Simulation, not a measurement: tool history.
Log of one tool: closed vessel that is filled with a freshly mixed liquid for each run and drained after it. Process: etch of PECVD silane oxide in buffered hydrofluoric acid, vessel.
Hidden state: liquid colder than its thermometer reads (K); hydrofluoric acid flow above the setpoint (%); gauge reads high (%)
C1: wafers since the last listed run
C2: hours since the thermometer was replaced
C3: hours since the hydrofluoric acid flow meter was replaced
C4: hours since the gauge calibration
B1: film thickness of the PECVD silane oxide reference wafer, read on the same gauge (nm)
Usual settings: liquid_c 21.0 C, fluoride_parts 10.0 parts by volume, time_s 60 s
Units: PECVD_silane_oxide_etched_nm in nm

run 1 day=0.000 | liquid_c=21.0 fluoride_parts=10.0 time_s=60 | C1=0 C2=1972.6 C3=1882.3 C4=94.8 | B1=129.99 | PECVD_silane_oxide_etched_nm=145.78
run 2 day=2.600 | liquid_c=21.0 fluoride_parts=10.0 time_s=60 | C1=3817 C2=2035.0 C3=1944.7 C4=157.2 | B1=129.99 | PECVD_silane_oxide_etched_nm=146.42
run 3 day=4.979 | liquid_c=21.0 fluoride_parts=10.0 time_s=60 | C1=3493 C2=2092.1 C3=2001.8 C4=214.3 | B1=130.00 | PECVD_silane_oxide_etched_nm=149.24
run 4 day=6.204 | liquid_c=21.0 fluoride_parts=10.0 time_s=60 | C1=1798 C2=2121.5 C3=2031.2 C4=243.7 | B1=129.98 | PECVD_silane_oxide_etched_nm=143.18
run 5 day=8.612 | liquid_c=21.0 fluoride_parts=10.0 time_s=60 | C1=3536 C2=2179.3 C3=2089.0 C4=301.5 | B1=129.99 | PECVD_silane_oxide_etched_nm=147.85
run 6 day=11.458 | liquid_c=21.0 fluoride_parts=8.5 time_s=60 | C1=4178 C2=2247.6 C3=2157.3 C4=369.8 | B1=129.99 | PECVD_silane_oxide_etched_nm=165.07
run 7 day=13.592 | liquid_c=21.0 fluoride_parts=8.5 time_s=60 | C1=3132 C2=2298.8 C3=2208.5 C4=421.0 | B1=129.98 | PECVD_silane_oxide_etched_nm=164.69
-- day=18.762 thermometer replaced
-- day=19.938 hydrofluoric acid flow meter replaced
run 8 day=21.050 | liquid_c=21.0 fluoride_parts=8.5 time_s=60 | C1=10828 C2=54.9 C3=26.7 C4=600.0 | B1=130.01 | PECVD_silane_oxide_etched_nm=174.29
run 9 day=23.904 | liquid_c=21.0 fluoride_parts=10.0 time_s=60 | C1=4190 C2=123.4 C3=95.2 C4=668.5 | B1=130.01 | PECVD_silane_oxide_etched_nm=148.93
run 10 day=25.021 | liquid_c=21.0 fluoride_parts=10.0 time_s=60 | C1=1639 C2=150.2 C3=122.0 C4=695.3 | B1=129.95 | PECVD_silane_oxide_etched_nm=152.49
run 11 day=27.221 | liquid_c=21.0 fluoride_parts=10.0 time_s=60 | C1=3230 C2=203.0 C3=174.8 C4=748.1 | B1=129.97 | PECVD_silane_oxide_etched_nm=152.36
run 12 day=29.238 | liquid_c=21.0 fluoride_parts=10.0 time_s=60 | C1=2961 C2=251.4 C3=223.2 C4=796.5 | B1=129.95 | PECVD_silane_oxide_etched_nm=150.95
run 13 day=31.979 | liquid_c=21.0 fluoride_parts=10.0 time_s=60 | C1=4025 C2=317.2 C3=289.0 C4=862.3 | B1=129.96 | PECVD_silane_oxide_etched_nm=152.93
run 14 day=34.929 | liquid_c=24.0 fluoride_parts=13.5 time_s=35 | C1=4331 C2=388.0 C3=359.8 C4=933.1 | B1=130.04 | PECVD_silane_oxide_etched_nm=78.41
run 15 day=42.788 | liquid_c=21.0 fluoride_parts=10.0 time_s=60 | C1=11538 C2=576.6 C3=548.4 C4=1121.7 | B1=130.01 | PECVD_silane_oxide_etched_nm=151.53
run 16 day=43.958 | liquid_c=21.0 fluoride_parts=13.5 time_s=60 | C1=1719 C2=604.7 C3=576.5 C4=1149.8 | B1=130.04 | PECVD_silane_oxide_etched_nm=112.12
run 17 day=45.512 | liquid_c=21.0 fluoride_parts=10.0 time_s=60 | C1=2281 C2=642.0 C3=613.8 C4=1187.1 | B1=130.03 | PECVD_silane_oxide_etched_nm=150.80
run 18 day=47.400 | liquid_c=21.0 fluoride_parts=10.0 time_s=60 | C1=2771 C2=687.3 C3=659.1 C4=1232.4 | B1=129.98 | PECVD_silane_oxide_etched_nm=151.56
-- day=48.046 gauge calibrated
run 19 day=49.504 | liquid_c=21.0 fluoride_parts=10.0 time_s=60 | C1=3089 C2=737.8 C3=709.6 C4=35.0 | B1=129.97 | PECVD_silane_oxide_etched_nm=148.30
run 20 day=52.404 | liquid_c=24.5 fluoride_parts=7.0 time_s=60 | C1=4258 C2=807.4 C3=779.2 C4=104.6 | B1=130.02 | PECVD_silane_oxide_etched_nm=257.27
run 21 day=53.912 | liquid_c=25.5 fluoride_parts=6.5 time_s=60 | C1=2214 C2=843.6 C3=815.4 C4=140.8 | B1=129.98 | PECVD_silane_oxide_etched_nm=283.53
run 22 day=60.625 | liquid_c=21.0 fluoride_parts=10.0 time_s=60 | C1=9855 C2=1004.7 C3=976.5 C4=301.9 | B1=129.97 | PECVD_silane_oxide_etched_nm=148.67
run 23 day=63.388 | liquid_c=21.0 fluoride_parts=10.0 time_s=60 | C1=4056 C2=1071.0 C3=1042.8 C4=368.2 | B1=130.00 | PECVD_silane_oxide_etched_nm=149.49

Run 24 comes next. What will it give?
run 24 day=66.279 | liquid_c=17.0 fluoride_parts=10.0 time_s=60 | C1=4245 C2=1140.4 C3=1112.2 C4=437.6 | B1=? | PECVD_silane_oxide_etched_nm=?

{"run 24": {"B1": 129.96, "PECVD_silane_oxide_etched_nm": 120.17}}
Without the tool's hidden state the same run would have given PECVD_silane_oxide_etched_nm 123.80 nm.
